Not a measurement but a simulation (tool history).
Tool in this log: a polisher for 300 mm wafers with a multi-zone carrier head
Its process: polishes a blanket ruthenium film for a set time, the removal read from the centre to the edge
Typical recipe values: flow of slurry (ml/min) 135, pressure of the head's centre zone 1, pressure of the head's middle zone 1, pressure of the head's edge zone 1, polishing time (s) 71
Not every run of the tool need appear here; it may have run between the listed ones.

run,hour,flow of slurry (ml/min),pressure of the head's centre zone,pressure of the head's middle zone,pressure of the head's edge zone,polishing time (s),wafers since the last listed run,wafers polished on this pad,hours since the slurry nozzle was cleaned,hours since the centre zone pressure was calibrated,hours since the edge zone pressure was calibrated,hours since the carrier head's membrane was replaced,"incoming thickness of the incoming film, nm",film removed at the wafer's centre (nm),film removed at mid-radius (nm),film removed at the wafer's edge (nm)
1,0,135,1,1,1,71,0,2630,485.7,509.5,356.6,895.6,353.2,102.5,100.1,99.5
# hour 16: worn pad replaced by a new one
2,130.6,135,1,1,1,71,1158,1049,616.3,640.1,487.2,1026.2,347.4,102.7,98.9,99.5
3,194.1,135,1,1,1,71,581,1630,679.8,703.6,550.7,1089.7,349.9,104.5,98.3,99.8
# hour 220.4: slurry nozzle cleaned
4,221.7,135,1,1,1,85,243,1873,1.3,731.2,578.3,1117.3,346.6,125.8,117.6,118.7
5,251.1,135,1,1,1,85,269,2142,30.7,760.6,607.7,1146.7,354.6,123.8,119.3,119.8
# hour 258: centre zone pressure recalibrated
# hour 288.7: carrier head's membrane replaced by a new one
6,292.6,135,1,1,1,85,315,2458,72.2,34.6,649.2,3.9,346.7,117.6,119.7,120.3
# hour 317.7: worn pad replaced by a new one
7,361.1,135,1,1,1,71,590,397,140.7,103.1,717.7,72.4,345.3,98.3,96.7,100.8
8,409.5,135,1,1,1,71,442,840,189.1,151.5,766.1,120.8,345.9,101.3,98.8,100.6
9,441.9,135,1,1,1,71,296,1136,221.5,183.9,798.5,153.2,349.8,97.9,97.2,99.6
10,475.8,135,0.89,0.93,1,71,310,1447,255.4,217.8,832.4,187.1,353.3,93,91.9,100.2
11,513.3,150,1.09,1,0.96,71,343,1790,292.9,255.3,869.9,224.6,352.2,109.2,100.7,100.2
12,574.2,135,1.03,1.07,1,48,557,2347,353.8,316.2,930.8,285.5,351.1,69.1,70.7,66.9
# hour 583.9: worn pad replaced by a new one, of another model than before
13,609.1,135,1.06,1,0.9,93,282,231,388.7,351.1,965.7,320.4,357.2,140.8,131.4,123.7
14,672.3,135,0.93,1.09,1.09,62,578,809,451.9,414.3,1028.9,383.6,350.2,84.8,92.7,91
15,713.8,135,1,0.93,1,71,379,1189,493.4,455.8,1070.4,425.1,347.1,101.2,92.2,100.9
16,743.8,95,0.94,1,1,71,274,1463,523.4,485.8,1100.4,455.1,354.2,76.1,80.3,88.2
17,776.3,135,1,1,1,85,297,1761,555.9,518.3,1132.9,487.6,352.2,123.5,118.6,118
# hour 838.3: worn pad replaced by a new one
# hour 849.1: edge zone pressure recalibrated
18,888.9,135,1,1,1.09,71,975,444,668.5,630.9,39.8,600.2,352.1,102.8,97.1,105
19,940.9,135,1,1,1.03,71,475,920,720.5,682.9,91.8,652.2,348.9,106,97.3,100.7
# hour 945.1: slurry nozzle cleaned
20,1001.2,135,1,1,1,71,542,1463,56.1,743.2,152.1,712.5,350.3,103,98.8,100
# hour 1049.5: centre zone pressure recalibrated
21,1114.8,135,1,1,0.93,83,1021,2484,169.7,65.3,265.7,826.1,357.3,117.3,114.6,113.7
# hour 1149.8: worn pad replaced by a new one
22,1158.5,135,1,1,1,71,363,79,213.4,109,309.4,869.8,349.1,101.8,100.5,100
23,1226.5,135,1,1,1.11,90,622,701,281.4,177,377.4,937.8,350.6,129,125.3,133.3

Alternative continuations, all from the tool just after run 23; predict every row:
A,1226.9,135,1,1,1,71,3,705,281.8,177.4,377.8,938.2,347.9,?,?,?
B,1226.9,95,1,1,1,84,3,705,281.8,177.4,377.8,938.2,347.9,?,?,?
C,1226.9,120,1.09,1,1.07,52,3,705,281.8,177.4,377.8,938.2,347.9,?,?,?

run,film removed at the wafer's centre (nm),film removed at mid-radius (nm),film removed at the wafer's edge (nm)
A,102.8,97.3,99.2
B,95.9,93.8,102.5
C,75.9,67.9,72.7
Stripped of hidden state, with their random variation kept, the same runs would have yielded:
run,film removed at the wafer's centre (nm),film removed at mid-radius (nm),film removed at the wafer's edge (nm)
A,101.2,97.3,99.2
B,94.5,93.8,102.5
C,74.8,67.9,72.7
